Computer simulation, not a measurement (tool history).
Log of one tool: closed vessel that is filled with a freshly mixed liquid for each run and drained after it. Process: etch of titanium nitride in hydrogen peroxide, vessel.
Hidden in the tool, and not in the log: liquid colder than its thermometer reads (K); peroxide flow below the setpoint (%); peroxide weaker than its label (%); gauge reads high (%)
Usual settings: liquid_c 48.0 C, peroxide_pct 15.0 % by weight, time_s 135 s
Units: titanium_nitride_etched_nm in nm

| run | hour | liquid_c | peroxide_pct | time_s | wafers since the last listed run | hours since the thermometer was replaced | hours since the peroxide flow meter was replaced | hours since the drum of peroxide was connected | hours since the gauge calibration | read-back film thickness of the titanium nitride reference wafer, read on the same gauge (nm) | titanium_nitride_etched_nm |
|---|---|---|---|---|---|---|---|---|---|---|---|
| 1 | 0.0 | 44.0 | 15.0 | 135 | 0 | 1171.1 | 1861.7 | 1388.0 | 588.4 | 120.01 | 5.42 |
| 2 | 25.3 | 48.0 | 15.0 | 195 | 1506 | 1196.4 | 1887.0 | 1413.3 | 613.7 | 120.02 | 10.45 |
| 3 | 44.8 | 48.0 | 15.0 | 195 | 1160 | 1215.9 | 1906.5 | 1432.8 | 633.2 | 120.00 | 10.53 |
| 4 | 62.1 | 48.0 | 15.0 | 195 | 1029 | 1233.2 | 1923.8 | 1450.1 | 650.5 | 120.02 | 10.52 |
| 5 | 96.8 | 51.0 | 15.0 | 115 | 2065 | 1267.9 | 1958.5 | 1484.8 | 685.2 | 119.98 | 7.69 |
|  | 194.2 | gauge calibrated |
| 6 | 200.5 | 51.0 | 15.0 | 115 | 6173 | 1371.6 | 2062.2 | 1588.5 | 6.3 | 119.98 | 7.68 |
| 7 | 219.9 | 48.0 | 15.0 | 135 | 1154 | 1391.0 | 2081.6 | 1607.9 | 25.7 | 119.98 | 7.28 |
|  | 224.3 | peroxide flow meter replaced |
|  | 230.6 | new drum of peroxide connected |
| 8 | 233.5 | 48.0 | 15.0 | 135 | 690 | 1404.6 | 9.2 | 2.9 | 39.3 | 120.00 | 7.24 |
| 9 | 274.4 | 45.0 | 15.0 | 135 | 2434 | 1445.5 | 50.1 | 43.8 | 80.2 | 120.01 | 5.80 |
| 10 | 308.1 | 45.0 | 15.0 | 135 | 2006 | 1479.2 | 83.8 | 77.5 | 113.9 | 120.00 | 5.84 |
| 11 | 323.0 | 45.0 | 15.0 | 135 | 887 | 1494.1 | 98.7 | 92.4 | 128.8 | 119.98 | 5.85 |
| 12 | 335.2 | 48.0 | 19.5 | 75 | 726 | 1506.3 | 110.9 | 104.6 | 141.0 | 119.99 | 4.27 |
| 13 | 364.4 | 48.0 | 15.0 | 195 | 1738 | 1535.5 | 140.1 | 133.8 | 170.2 | 120.00 | 10.58 |
| 14 | 380.2 | 48.0 | 12.0 | 85 | 940 | 1551.3 | 155.9 | 149.6 | 186.0 | 119.99 | 4.32 |
| 15 | 402.7 | 45.0 | 15.0 | 135 | 1339 | 1573.8 | 178.4 | 172.1 | 208.5 | 120.00 | 5.79 |
|  | 414.2 | thermometer replaced |
| 16 | 417.5 | 48.0 | 15.0 | 75 | 821 | 3.3 | 193.2 | 186.9 | 223.3 | 120.00 | 4.01 |
| 17 | 438.6 | 54.0 | 15.0 | 135 | 1256 | 24.4 | 214.3 | 208.0 | 244.4 | 120.01 | 11.11 |
| 18 | 450.7 | 48.0 | 15.0 | 210 | 720 | 36.5 | 226.4 | 220.1 | 256.5 | 119.98 | 11.23 |
| 19 | 485.3 | 39.0 | 17.0 | 60 | 2059 | 71.1 | 261.0 | 254.7 | 291.1 | 120.02 | 1.68 |
| 20 | 516.1 | 48.0 | 15.0 | 135 | 1833 | 101.9 | 291.8 | 285.5 | 321.9 | 119.99 | 7.21 |
| 21 | 529.3 | 52.0 | 15.0 | 135 | 785 | 115.1 | 305.0 | 298.7 | 335.1 | 120.04 | 9.77 |
| 22 | 544.5 | 40.0 | 15.0 | 175 | 904 | 130.3 | 320.2 | 313.9 | 350.3 | 120.00 | 5.22 |
| 23 | 570.3 | 48.0 | 12.0 | 135 | 1535 | 156.1 | 346.0 | 339.7 | 376.1 | 120.02 | 6.94 |
| 24 | 605.3 | 54.0 | 19.0 | 135 | 2083 | 191.1 | 381.0 | 374.7 | 411.1 | 120.00 | 11.70 |
| 25 | 623.1 | 38.5 | 13.0 | 105 | 1059 | 208.9 | 398.8 | 392.5 | 428.9 | 119.98 | 2.70 |
| 26 | 637.7 | 48.0 | 15.0 | 135 | 869 | 223.5 | 413.4 | 407.1 | 443.5 | 119.97 | 7.28 |
| 27 | 650.6 | 53.0 | 15.0 | 135 | 767 | 236.4 | 426.3 | 420.0 | 456.4 | 119.96 | 10.40 |
| 28 | 678.7 | 53.5 | 18.0 | 90 | 1672 | 264.5 | 454.4 | 448.1 | 484.5 | 119.99 | 7.39 |
| 29 | 694.2 | 48.0 | 15.0 | 135 | 922 | 280.0 | 469.9 | 463.6 | 500.0 | 120.00 | 7.25 |

Hidden state at the last listed run before each entry between runs and at the first one after, where it differs:
Between runs 5 and 6: gauge calibrated (hour 194.2)
  no hidden state differs between the two runs
Between runs 7 and 8: peroxide flow meter replaced (hour 224.3); new drum of peroxide connected (hour 230.6)
  no hidden state differs between the two runs
Between runs 15 and 16: thermometer replaced (hour 414.2)
  no hidden state differs between the two runs
